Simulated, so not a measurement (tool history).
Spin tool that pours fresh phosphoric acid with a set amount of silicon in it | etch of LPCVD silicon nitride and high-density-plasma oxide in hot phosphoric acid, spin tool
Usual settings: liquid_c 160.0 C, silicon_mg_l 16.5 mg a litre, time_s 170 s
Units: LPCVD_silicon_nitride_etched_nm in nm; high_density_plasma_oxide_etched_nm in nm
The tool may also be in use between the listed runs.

| run | day | liquid_c | silicon_mg_l | time_s | wafers since the last listed run | hours since the thermometer was replaced | hours since the dissolved silicon flow meter was replaced | hours since the heated supply line was repaired | hours since the gauge calibration | read-back film thickness of the LPCVD silicon nitride reference wafer, read on the same gauge (nm) | read-back film thickness of the high-density-plasma oxide reference wafer, read on the same gauge (nm) | LPCVD_silicon_nitride_etched_nm | high_density_plasma_oxide_etched_nm |
|---|---|---|---|---|---|---|---|---|---|---|---|---|---|
| 1 | 0.000 | 160.0 | 9.0 | 225 | 0 | 1152.3 | 51.8 | 3841.6 | 174.5 | 149.97 | 149.995 | 15.60 | 0.513 |
| 2 | 1.342 | 160.0 | 9.0 | 225 | 232 | 1184.5 | 84.0 | 3873.8 | 206.7 | 149.97 | 149.943 | 15.58 | 0.543 |
| 3 | 2.200 | 159.0 | 23.5 | 170 | 149 | 1205.1 | 104.6 | 3894.4 | 227.3 | 149.99 | 149.985 | 11.39 | 0.219 |
| 4 | 3.088 | 160.0 | 16.5 | 170 | 154 | 1226.4 | 125.9 | 3915.7 | 248.6 | 149.99 | 149.991 | 11.84 | 0.333 |
| 5 | 4.238 | 160.0 | 16.5 | 170 | 199 | 1254.0 | 153.5 | 3943.3 | 276.2 | 150.00 | 150.009 | 11.84 | 0.314 |
| 6 | 5.188 | 160.0 | 16.5 | 170 | 164 | 1276.8 | 176.3 | 3966.1 | 299.0 | 150.01 | 149.997 | 11.86 | 0.329 |
| 7 | 6.383 | 160.0 | 16.5 | 170 | 207 | 1305.5 | 205.0 | 3994.8 | 327.7 | 150.02 | 150.014 | 11.90 | 0.351 |
|  | 7.079 | heated supply line repaired |
| 8 | 7.746 | 160.0 | 16.5 | 170 | 229 | 1338.2 | 237.7 | 16.0 | 360.4 | 150.02 | 149.981 | 11.88 | 0.331 |
| 9 | 8.642 | 160.0 | 16.5 | 170 | 155 | 1359.7 | 259.2 | 37.5 | 381.9 | 150.02 | 150.025 | 11.75 | 0.361 |
|  | 9.754 | gauge calibrated |
| 10 | 9.971 | 160.0 | 16.5 | 170 | 230 | 1391.6 | 291.1 | 69.4 | 5.2 | 149.99 | 149.961 | 11.65 | 0.310 |
| 11 | 11.058 | 163.0 | 16.5 | 110 | 188 | 1417.7 | 317.2 | 95.5 | 31.3 | 150.00 | 149.973 | 8.43 | 0.276 |
| 12 | 11.621 | 160.0 | 16.5 | 115 | 97 | 1431.2 | 330.7 | 109.0 | 44.8 | 150.00 | 150.006 | 7.93 | 0.176 |
|  | 11.783 | thermometer replaced |
| 13 | 12.567 | 158.5 | 27.0 | 95 | 156 | 18.8 | 353.4 | 131.7 | 67.5 | 150.01 | 149.964 | 5.92 | 0.109 |
|  | 12.762 | dissolved silicon flow meter replaced |
| 14 | 13.717 | 160.0 | 16.5 | 170 | 192 | 46.4 | 22.9 | 159.3 | 95.1 | 150.01 | 149.979 | 11.33 | 0.241 |
| 15 | 14.771 | 161.0 | 24.0 | 255 | 183 | 71.7 | 48.2 | 184.6 | 120.4 | 150.00 | 149.943 | 17.26 | 0.281 |
|  | 15.492 | thermometer replaced, repeated, since the last time left the tool worse |
| 16 | 15.971 | 160.0 | 16.5 | 170 | 201 | 11.5 | 77.0 | 213.4 | 149.2 | 150.00 | 150.011 | 12.34 | 0.374 |
| 17 | 16.508 | 162.0 | 16.5 | 95 | 93 | 24.4 | 89.9 | 226.3 | 162.1 | 149.99 | 150.035 | 7.45 | 0.259 |
| 18 | 17.454 | 157.5 | 5.0 | 140 | 164 | 47.1 | 112.6 | 249.0 | 184.8 | 150.00 | 149.989 | 9.42 | 0.253 |
| 19 | 18.558 | 160.0 | 16.5 | 170 | 191 | 73.6 | 139.1 | 275.5 | 211.3 | 150.00 | 149.992 | 12.35 | 0.339 |
| 20 | 19.362 | 162.5 | 21.5 | 225 | 139 | 92.9 | 158.4 | 294.8 | 230.6 | 149.99 | 149.989 | 17.75 | 0.500 |
| 21 | 20.671 | 163.0 | 6.0 | 125 | 227 | 124.3 | 189.8 | 326.2 | 262.0 | 150.01 | 149.970 | 10.08 | 0.415 |

Forecast each of these 3 alternatives for the next run:
| A | 20.692 | 160.0 | 16.5 | 105 | 3 | 124.8 | 190.3 | 326.7 | 262.5 | ? | ? | ? | ? |
| B | 20.692 | 163.0 | 25.5 | 210 | 3 | 124.8 | 190.3 | 326.7 | 262.5 | ? | ? | ? | ? |
| C | 20.692 | 161.5 | 9.0 | 170 | 3 | 124.8 | 190.3 | 326.7 | 262.5 | ? | ? | ? | ? |

| run | read-back film thickness of the LPCVD silicon nitride reference wafer, read on the same gauge (nm) | read-back film thickness of the high-density-plasma oxide reference wafer, read on the same gauge (nm) | LPCVD_silicon_nitride_etched_nm | high_density_plasma_oxide_etched_nm |
|---|---|---|---|---|
| A | 149.98 | 150.006 | 7.58 | 0.235 |
| B | 149.98 | 150.006 | 16.75 | 0.450 |
| C | 149.98 | 150.006 | 12.90 | 0.509 |
Without the tool's hidden state the same runs would have given:
| run | LPCVD_silicon_nitride_etched_nm | high_density_plasma_oxide_etched_nm |
|---|---|---|
| A | 7.67 | 0.242 |
| B | 16.95 | 0.462 |
| C | 13.05 | 0.523 |
